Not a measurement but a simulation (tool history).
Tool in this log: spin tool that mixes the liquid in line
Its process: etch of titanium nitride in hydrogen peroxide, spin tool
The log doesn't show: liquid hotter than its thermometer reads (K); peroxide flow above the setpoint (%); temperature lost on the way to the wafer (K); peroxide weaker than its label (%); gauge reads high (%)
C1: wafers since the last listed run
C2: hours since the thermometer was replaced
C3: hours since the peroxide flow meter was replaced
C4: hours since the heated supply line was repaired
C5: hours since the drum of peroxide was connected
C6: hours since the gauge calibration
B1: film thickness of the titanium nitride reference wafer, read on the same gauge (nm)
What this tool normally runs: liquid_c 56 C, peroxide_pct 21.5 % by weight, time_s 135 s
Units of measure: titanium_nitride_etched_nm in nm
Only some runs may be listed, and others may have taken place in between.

run 1 hour=0 | liquid_c=56 peroxide_pct=24.5 time_s=135 | C1=0 C2=748.9 C3=1146.5 C4=1407.7 C5=117.2 C6=615.5 | B1=69.97 | titanium_nitride_etched_nm=9.91
-- hour=232.3 new drum of peroxide connected
run 2 hour=268.2 | liquid_c=56 peroxide_pct=24.5 time_s=135 | C1=1487 C2=1017.1 C3=1414.7 C4=1675.9 C5=35.9 C6=883.7 | B1=70.02 | titanium_nitride_etched_nm=9.81
run 3 hour=315.6 | liquid_c=56 peroxide_pct=24.5 time_s=135 | C1=263 C2=1064.5 C3=1462.1 C4=1723.3 C5=83.3 C6=931.1 | B1=69.98 | titanium_nitride_etched_nm=9.83
run 4 hour=404.3 | liquid_c=56 peroxide_pct=21.5 time_s=135 | C1=493 C2=1153.2 C3=1550.8 C4=1812 C5=172 C6=1019.8 | B1=69.99 | titanium_nitride_etched_nm=9.48
run 5 hour=458.2 | liquid_c=56 peroxide_pct=21.5 time_s=135 | C1=299 C2=1207.1 C3=1604.7 C4=1865.9 C5=225.9 C6=1073.7 | B1=70.02 | titanium_nitride_etched_nm=9.46
run 6 hour=500.4 | liquid_c=56 peroxide_pct=21.5 time_s=135 | C1=234 C2=1249.3 C3=1646.9 C4=1908.1 C5=268.1 C6=1115.9 | B1=69.99 | titanium_nitride_etched_nm=9.46
-- hour=522.2 heated supply line repaired
-- hour=562.7 new drum of peroxide connected
run 7 hour=563.7 | liquid_c=56 peroxide_pct=19.5 time_s=90 | C1=341 C2=1312.6 C3=1710.2 C4=41.5 C5=1 C6=1179.2 | B1=70 | titanium_nitride_etched_nm=6.67
run 8 hour=631.7 | liquid_c=56 peroxide_pct=19.5 time_s=90 | C1=378 C2=1380.6 C3=1778.2 C4=109.5 C5=69 C6=1247.2 | B1=70.01 | titanium_nitride_etched_nm=6.64
run 9 hour=707 | liquid_c=56 peroxide_pct=21.5 time_s=135 | C1=419 C2=1455.9 C3=1853.5 C4=184.8 C5=144.3 C6=1322.5 | B1=70.02 | titanium_nitride_etched_nm=10.14
run 10 hour=779.2 | liquid_c=56 peroxide_pct=21.5 time_s=75 | C1=401 C2=1528.1 C3=1925.7 C4=257 C5=216.5 C6=1394.7 | B1=70.01 | titanium_nitride_etched_nm=5.62
-- hour=797.3 thermometer replaced
-- hour=809.6 peroxide flow meter replaced
run 11 hour=883 | liquid_c=61 peroxide_pct=17 time_s=135 | C1=566 C2=85.7 C3=73.4 C4=360.8 C5=320.3 C6=1498.5 | B1=70.03 | titanium_nitride_etched_nm=13.53
-- hour=922.4 gauge calibrated
-- hour=968.8 new drum of peroxide connected
run 12 hour=981.7 | liquid_c=46.5 peroxide_pct=21.5 time_s=180 | C1=543 C2=184.4 C3=172.1 C4=459.5 C5=12.9 C6=59.3 | B1=70 | titanium_nitride_etched_nm=6.78
run 13 hour=1038.5 | liquid_c=56 peroxide_pct=15.5 time_s=135 | C1=316 C2=241.2 C3=228.9 C4=516.3 C5=69.7 C6=116.1 | B1=70 | titanium_nitride_etched_nm=9.31
run 14 hour=1127.3 | liquid_c=64.5 peroxide_pct=21.5 time_s=135 | C1=494 C2=330 C3=317.7 C4=605.1 C5=158.5 C6=204.9 | B1=69.99 | titanium_nitride_etched_nm=17.86
run 15 hour=1175.1 | liquid_c=56 peroxide_pct=21.5 time_s=135 | C1=266 C2=377.8 C3=365.5 C4=652.9 C5=206.3 C6=252.7 | B1=70.04 | titanium_nitride_etched_nm=10.02
run 16 hour=1243.2 | liquid_c=56 peroxide_pct=21.5 time_s=80 | C1=379 C2=445.9 C3=433.6 C4=721 C5=274.4 C6=320.8 | B1=70 | titanium_nitride_etched_nm=5.89
run 17 hour=1338.7 | liquid_c=56 peroxide_pct=25.5 time_s=185 | C1=531 C2=541.4 C3=529.1 C4=816.5 C5=369.9 C6=416.3 | B1=69.96 | titanium_nitride_etched_nm=13.99
-- hour=1377 new drum of peroxide connected
run 18 hour=1406.4 | liquid_c=48 peroxide_pct=26.5 time_s=185 | C1=371 C2=609.1 C3=596.8 C4=884.2 C5=29.4 C6=484 | B1=69.99 | titanium_nitride_etched_nm=7.97

Branching from run 18: 3 alternative next runs. What would each branch give?
run A hour=1406.9 | liquid_c=56 peroxide_pct=15 time_s=135 | C1=2 C2=609.6 C3=597.3 C4=884.7 C5=29.9 C6=484.5 | B1=? | titanium_nitride_etched_nm=?
run B hour=1406.9 | liquid_c=56 peroxide_pct=21.5 time_s=190 | C1=2 C2=609.6 C3=597.3 C4=884.7 C5=29.9 C6=484.5 | B1=? | titanium_nitride_etched_nm=?
run C hour=1406.9 | liquid_c=46.5 peroxide_pct=18.5 time_s=135 | C1=2 C2=609.6 C3=597.3 C4=884.7 C5=29.9 C6=484.5 | B1=? | titanium_nitride_etched_nm=?

run=A B1=69.99 titanium_nitride_etched_nm=9.09
run=B B1=69.99 titanium_nitride_etched_nm=13.81
run=C B1=69.99 titanium_nitride_etched_nm=4.8
What these runs would have given with no unlogged condition in the tool:
run=A titanium_nitride_etched_nm=9.47
run=B titanium_nitride_etched_nm=14.39
run=C titanium_nitride_etched_nm=5.01
